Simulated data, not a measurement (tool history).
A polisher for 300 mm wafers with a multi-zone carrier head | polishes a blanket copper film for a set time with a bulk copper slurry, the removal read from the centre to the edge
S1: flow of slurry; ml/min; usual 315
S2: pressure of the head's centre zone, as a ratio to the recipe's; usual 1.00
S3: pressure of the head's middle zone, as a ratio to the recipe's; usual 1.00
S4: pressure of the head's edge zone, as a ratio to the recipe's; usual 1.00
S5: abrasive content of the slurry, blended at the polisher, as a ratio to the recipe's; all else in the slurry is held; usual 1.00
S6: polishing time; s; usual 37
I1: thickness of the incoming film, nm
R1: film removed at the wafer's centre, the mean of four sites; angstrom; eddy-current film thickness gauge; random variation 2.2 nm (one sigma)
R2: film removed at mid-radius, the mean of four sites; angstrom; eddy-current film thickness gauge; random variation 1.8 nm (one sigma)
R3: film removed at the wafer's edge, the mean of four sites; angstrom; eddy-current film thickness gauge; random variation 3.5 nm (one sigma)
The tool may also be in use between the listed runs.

run	hour	S1	S2	S3	S4	S5	S6	I1	R1	R2	R3
1	0.0	315	1.00	1.00	1.00	1.00	37	2934.7	2229	2443	2357
2	93.3	315	1.00	1.00	1.00	1.00	37	2942.0	2206	2458	2438
3	116.6	315	1.00	1.00	1.00	0.95	37	2921.2	2211	2430	2384
4	130.4	315	1.00	1.00	1.00	0.80	37	2896.5	2079	2308	2249
5	150.2	370	1.00	0.94	1.00	1.00	37	2902.9	2234	2365	2448
6	166.4	355	0.95	1.00	1.00	1.00	37	2943.8	2139	2496	2415
# hour 213.2: worn pad replaced by a new one
7	233.8	315	1.00	1.00	1.08	1.00	47	2910.0	2775	3118	3220
# hour 248.9: centre zone pressure recalibrated
# hour 294.0: slurry nozzle cleaned
8	325.5	315	1.00	1.00	1.00	1.25	37	2962.4	2447	2571	2575
9	345.0	315	1.00	1.00	0.97	1.00	30	2892.3	1897	1943	1885
10	365.8	315	1.00	1.00	1.00	1.00	31	2853.7	1949	2040	2051
11	389.8	390	0.93	1.00	1.00	1.00	50	2911.8	3040	3377	3235
# hour 403.3: worn pad replaced by a new one
12	408.3	315	1.00	1.11	1.00	0.85	37	2880.9	2166	2525	2339
13	436.6	315	1.00	0.90	1.00	1.00	37	2910.5	2319	2263	2397
# hour 441.8: carrier head's membrane replaced by a new one
14	453.3	215	1.00	1.00	1.00	1.20	40	2884.6	2464	2608	2657
15	487.4	270	1.07	1.00	1.00	1.00	37	2936.1	2331	2406	2364
16	520.2	315	1.00	1.00	1.00	1.30	37	2897.0	2427	2630	2566
17	555.2	400	1.07	1.00	1.00	1.00	37	2895.5	2437	2497	2353
18	571.8	315	1.09	1.11	1.00	1.00	37	2913.3	2434	2695	2414
19	595.8	370	1.00	0.94	1.00	1.00	37	2875.7	2336	2370	2469
# hour 607.9: worn pad replaced by a new one
20	687.3	315	0.94	0.91	1.00	0.90	49	2876.7	2720	2878	3142
21	722.0	315	1.00	1.00	1.05	1.00	30	2906.0	1812	1979	1994
22	754.0	315	1.00	1.00	1.00	1.00	37	2840.4	2208	2436	2489

3 ways to go on from here, each from the tool as it stands after run 22. What would each give?
A	754.4	315	1.00	1.00	1.00	1.00	37	2921.4	?	?	?
B	754.4	215	1.00	0.92	0.90	0.90	37	2921.4	?	?	?
C	754.4	315	1.00	1.00	1.00	1.20	37	2921.4	?	?	?

run	R1	R2	R3
A	2210	2457	2399
B	2038	2125	2146
C	2311	2569	2509
Without the tool's hidden state the same runs would have given:
run	R1	R2	R3
A	2388	2456	2399
B	2202	2124	2146
C	2498	2568	2509
